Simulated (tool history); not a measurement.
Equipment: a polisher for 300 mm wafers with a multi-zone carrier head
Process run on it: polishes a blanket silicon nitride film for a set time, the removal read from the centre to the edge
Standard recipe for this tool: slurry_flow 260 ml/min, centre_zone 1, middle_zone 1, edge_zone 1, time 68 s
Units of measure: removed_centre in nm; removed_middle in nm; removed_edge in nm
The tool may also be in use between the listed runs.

run	hour	slurry_flow	centre_zone	middle_zone	edge_zone	time	wafers since the last listed run	wafers polished on this pad	hours since the slurry nozzle was cleaned	hours since the centre zone pressure was calibrated	hours since the edge zone pressure was calibrated	hours since the carrier head's membrane was replaced	incoming thickness of the incoming film, nm	removed_centre	removed_middle	removed_edge
1	0	260	1	1	1	54	0	4244	56.8	562.1	758.4	793.4	495.7	144.9	151.9	148
# hour 22.5: worn pad replaced by a new one
# hour 59.6: edge zone pressure recalibrated
2	103.2	260	0.95	1	1	68	998	808	160	665.3	43.6	896.6	485.1	162.8	177	174
3	262	260	0.95	1	1	68	1631	2439	318.8	824.1	202.4	1055.4	493.1	161.5	174.3	172.1
4	318.5	260	0.95	1	1	68	580	3019	375.3	880.6	258.9	1111.9	484.6	159.1	172.7	169.4
# hour 353.9: slurry nozzle cleaned
5	391.2	340	1.12	0.93	1.1	68	736	3756	37.3	953.3	331.6	1184.6	492	191.8	162.7	177.6
# hour 419.4: worn pad replaced by a new one, repeated, since the last time left the tool worse
6	449.6	305	0.91	1	1	51	558	310	95.7	1011.7	390	1243	489.9	133.9	153.5	148.7
7	546.1	260	0.94	1.09	1.08	68	991	1301	192.2	1108.2	486.5	1339.5	497.8	179.2	211.2	202.9
8	631.1	260	1	1.07	1.09	68	873	2174	277.2	1193.2	571.5	1424.5	492.3	188.6	201.9	198.8
9	680.9	315	0.94	1	1.03	44	511	2686	327	1243	621.3	1474.3	491.3	117	127.9	125.7
# hour 771.5: centre zone pressure recalibrated
10	778.5	260	1	1	1	68	982	3668	424.6	7	718.9	1571.9	483.6	185.9	187.7	183.9
# hour 863.5: carrier head's membrane replaced by a new one
# hour 865.9: slurry nozzle cleaned
11	886.3	260	1	1	0.91	68	1045	4713	20.4	114.8	826.7	22.8	490.7	182.3	187.7	176.8
# hour 933.8: edge zone pressure recalibrated
# hour 942.5: worn pad replaced by a new one
12	972.8	225	1	1	1	45	826	311	106.9	201.3	39	109.3	485.9	125.9	128.4	126
13	1014.5	260	1	1	1	68	428	739	148.6	243	80.7	151	485	192.2	196.1	193.9
14	1068.3	260	1.11	1	1	90	552	1292	202.4	296.8	134.5	204.8	492	280.7	263.4	257.4
15	1128.5	290	1	1.07	0.93	87	618	1910	262.6	357	194.7	265	482.1	246.2	264.3	239.9
16	1233.4	260	1	0.96	1	68	1077	2988	367.5	461.9	299.6	369.9	486.4	189.4	189.6	190.6
# hour 1319.1: slurry nozzle cleaned
17	1337.3	260	1	1	0.88	68	1057	4045	18.2	565.8	403.5	473.8	489.2	187.9	194.1	174.9
18	1402.3	260	1	1	1	86	667	4712	83.2	630.8	468.5	538.8	498.6	231.9	244.3	233.1

Predict the results of run 19:
# hour 1468.9: worn pad replaced by a new one
19	1469.4	260	1	1	1	60	648	5	150.3	697.9	535.6	605.9	487.8	?	?	?

Run 19 measured removed_centre 173.1 nm, removed_middle 181.5 nm, removed_edge 175.4 nm.
The same run, on a tool lacking any hidden state, would have yielded removed_centre 173.6 nm, removed_middle 182 nm, removed_edge 175.9 nm.
